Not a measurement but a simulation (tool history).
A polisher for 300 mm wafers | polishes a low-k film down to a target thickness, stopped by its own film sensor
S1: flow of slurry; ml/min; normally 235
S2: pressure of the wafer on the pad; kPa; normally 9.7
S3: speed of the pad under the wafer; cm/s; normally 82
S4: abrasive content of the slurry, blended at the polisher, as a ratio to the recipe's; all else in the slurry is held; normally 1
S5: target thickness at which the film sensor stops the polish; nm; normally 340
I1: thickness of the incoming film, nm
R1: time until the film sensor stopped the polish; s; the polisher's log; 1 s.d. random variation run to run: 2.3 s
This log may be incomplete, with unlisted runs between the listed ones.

run,hour,S1,S2,S3,S4,S5,I1,R1
1,0,235,9.7,82,1.2,340,370.9,115.5
2,25.9,235,9.7,82,1,340,371.4,125.9
3,85.9,235,9.7,82,1,340,365.7,103.9
4,120.4,235,9.7,82,1,340,373.8,133.2
5,191.4,235,9.7,94,1,340,370.1,111.1
# hour 203.8: slurry blender recalibrated
# hour 206.1: worn pad replaced by a new one
# hour 233.9: head pressure recalibrated
6,239.1,235,9.7,94,1,340,369,111.6
7,304.2,235,9.7,82,1,340,367.6,119.3
# hour 331.3: conditioning disc replaced and pad reconditioned
# hour 354: slurry nozzle cleaned
8,357.5,235,9.7,82,1,340,375.6,132.8
9,404.2,235,9.7,82,1,340,367.6,109
# hour 412.8: worn pad replaced by a new one
10,462.4,235,9.7,82,1,340,372,124.2
# hour 499.1: slurry blender recalibrated
11,514.9,235,9.7,82,1,340,370,119.3
12,557.7,280,12.4,82,0.75,345,375.8,100.2
# hour 600.8: head pressure recalibrated
13,606.2,235,9.7,82,1,340,368,110.5
14,639.8,235,9.7,82,0.75,336,365,127.1
# hour 660.9: worn pad replaced by a new one
15,676.7,235,9.7,82,1,340,370,117.1
16,718.6,200,6.2,82,0.8,347,374.2,174.6
# hour 745.4: conditioning disc replaced and pad reconditioned
# hour 767.9: slurry blender recalibrated
17,777.2,235,9.7,82,0.9,340,365.7,103
18,809.1,235,9.7,82,1,340,368.8,114.4
19,855.9,170,11,58,1,349,367.1,85.3
# hour 910: worn pad replaced by a new one
20,921.2,235,9.7,82,1,340,365.5,104
21,976.8,235,6.2,82,1,340,372.9,201.2
22,1007.2,310,11,100,1,337,366.3,91.6

Below are 3 alternative next runs, each starting from the tool's condition after run 22. Predict each:
A,1007.7,235,9.7,92,1,340,369.4,?
B,1007.7,290,6.9,82,1.1,332,369.4,?
C,1007.7,235,13.1,102,1,340,369.4,?

run,R1
A,115
B,195.6
C,82.2
Without the tool's unlogged condition, the same runs would have read:
run,R1
A,107
B,184.5
C,76.4

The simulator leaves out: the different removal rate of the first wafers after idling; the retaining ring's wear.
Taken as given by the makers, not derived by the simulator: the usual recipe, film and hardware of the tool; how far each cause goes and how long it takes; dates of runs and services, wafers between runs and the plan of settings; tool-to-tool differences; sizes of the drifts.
